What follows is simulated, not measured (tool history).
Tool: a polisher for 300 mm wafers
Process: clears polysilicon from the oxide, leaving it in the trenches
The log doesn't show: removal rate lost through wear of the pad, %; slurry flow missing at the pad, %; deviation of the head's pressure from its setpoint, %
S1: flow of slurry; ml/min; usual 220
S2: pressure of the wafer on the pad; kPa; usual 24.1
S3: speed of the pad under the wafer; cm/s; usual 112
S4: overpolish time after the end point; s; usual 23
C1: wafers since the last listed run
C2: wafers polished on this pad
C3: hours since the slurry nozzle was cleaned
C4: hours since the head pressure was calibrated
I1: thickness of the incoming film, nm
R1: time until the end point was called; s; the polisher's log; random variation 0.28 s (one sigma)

run   hour   S1    S2   S3  S4   C1   C2     C3      C4     I1    R1
  1      0  220  24.1  122  23    0  152  246.5   985.2  472.8  24.3
  2   12.8  220  24.1  122  23  162  315  259.3     998  475.1  25.7
        32  -- worn pad replaced by a new one
  3   32.5  220  24.1  112  23  199    6    279  1017.7  481.1  26.6
  4   43.5  220  18.6  112  23  139  146    290  1028.7  482.2    35
  5     50  220  18.6  112  23   82  229  296.5  1035.2  474.3  35.1
      63.9  -- slurry nozzle cleaned
  6   64.4  220  18.6  112  23  170  400    0.5  1049.6  473.3  32.5
      71.7  -- worn pad replaced by a new one
  7   72.2  175  24.1  112  23   48    6    8.3  1057.4  474.9  24.7
  8  104.5  220  24.1  112  23  411  417   40.6  1089.7  481.3  26.3
       112  -- worn pad replaced by a new one
  9  112.5  260  24.1  144  23   50    6   48.6  1097.7  478.1  21.1
 10  128.3  220  20.7  112  23  201  207   64.4  1113.5  487.4  30.3

The next listed run, before its measurement:
 11  136.2  195  27.6  136  28  100  308  72.3  1121.4  485.2   ?

R1: 21.1 s
Without the tool's hidden state the same run would have given R1 19.4 s.
